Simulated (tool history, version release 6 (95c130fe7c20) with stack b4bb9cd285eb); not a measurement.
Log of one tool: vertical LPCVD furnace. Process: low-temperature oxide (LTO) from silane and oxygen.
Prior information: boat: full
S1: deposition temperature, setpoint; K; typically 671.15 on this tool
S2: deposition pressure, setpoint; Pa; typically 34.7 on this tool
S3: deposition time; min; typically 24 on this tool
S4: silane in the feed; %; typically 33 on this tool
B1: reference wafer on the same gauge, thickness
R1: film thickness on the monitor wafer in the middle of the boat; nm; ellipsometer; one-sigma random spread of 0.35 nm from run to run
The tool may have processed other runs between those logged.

run,hour,S1,S2,S3,S4,B1,R1
1,0,671.15,40,24,33,181.96,223.41
2,14,671.15,34.7,24,33,182.01,194.26
3,22.1,671.15,34.7,24,32,181.93,186.14
4,36.8,671.15,34.7,24,32,181.97,186.01
5,48.2,671.15,34.7,24,33,182.02,193.86
6,56.5,671.15,34.7,24,33,182.05,194.32
7,68.6,671.15,37.3,24,33,181.95,208.94
8,85.5,671.15,34.7,24,33,182.07,194.5
9,100.9,671.15,34.7,24,33,182.08,194.07
# hour 132: pressure gauge zeroed
10,132.5,671.15,34.7,24,33,182.07,194.56
11,135.7,671.15,34.7,24,33,182.07,194.04
12,143.7,671.15,34.7,24,29,182.01,162.08
# hour 178.5: thermocouples replaced and temperature profile calibrated
13,179,671.15,34.7,24,29,181.86,153.14
14,182.2,671.15,34.7,24,35,182.04,201.13
15,189.5,671.15,34.7,24,35,181.95,200.52
16,198,660.15,34.7,24,33,182.02,161.5
17,212.2,671.15,34.7,24,33,182.01,184.74
18,227.4,664.15,36.7,30.5,33,182.01,229.66
19,240.9,671.15,42,24,33,181.94,224.15
20,247.9,671.15,34.7,26.5,33,182.02,203.84
21,254,663.15,34.7,24,39,182.02,210.69
# hour 279.9: silane flow controller replaced
22,280.4,671.15,34.7,24,35,181.92,200.93
23,283.6,663.15,34.7,15,33,182.03,105.22
24,287.9,671.15,37.3,16.5,33,182.01,137.63
25,302.6,671.15,42.7,24,35,182.01,247.3
26,314.9,665.15,34.7,24,37,182,201.94
27,329.7,671.15,30,27,28,182.02,142.69
# hour 330.9: gauge calibrated
28,383.2,671.15,34.7,24,33,182.08,186.07
29,400,660.15,40.7,32.5,36,181.97,292.88
30,411.3,664.15,31.3,24,33,181.95,155
31,418.9,662.15,34.7,24,30,182.01,145.12

What if the next run were any one of these 4? Each begins from the tool's condition after run 31:
A,422.2,678.15,34.7,24,33,?,?
B,422.2,681.15,28,29.5,33,?,?
C,422.2,661.15,34.7,20.5,37,?,?
D,422.2,667.15,29.3,19.5,33,?,?

run,B1,R1
A,182.11,201.39
B,182.11,206.85
C,182.11,164.74
D,182.11,121.82
Take away the tool's hidden state, keep each run's random variation, and the runs would have read:
run,R1
A,200.19
B,205.63
C,163.72
D,121.06

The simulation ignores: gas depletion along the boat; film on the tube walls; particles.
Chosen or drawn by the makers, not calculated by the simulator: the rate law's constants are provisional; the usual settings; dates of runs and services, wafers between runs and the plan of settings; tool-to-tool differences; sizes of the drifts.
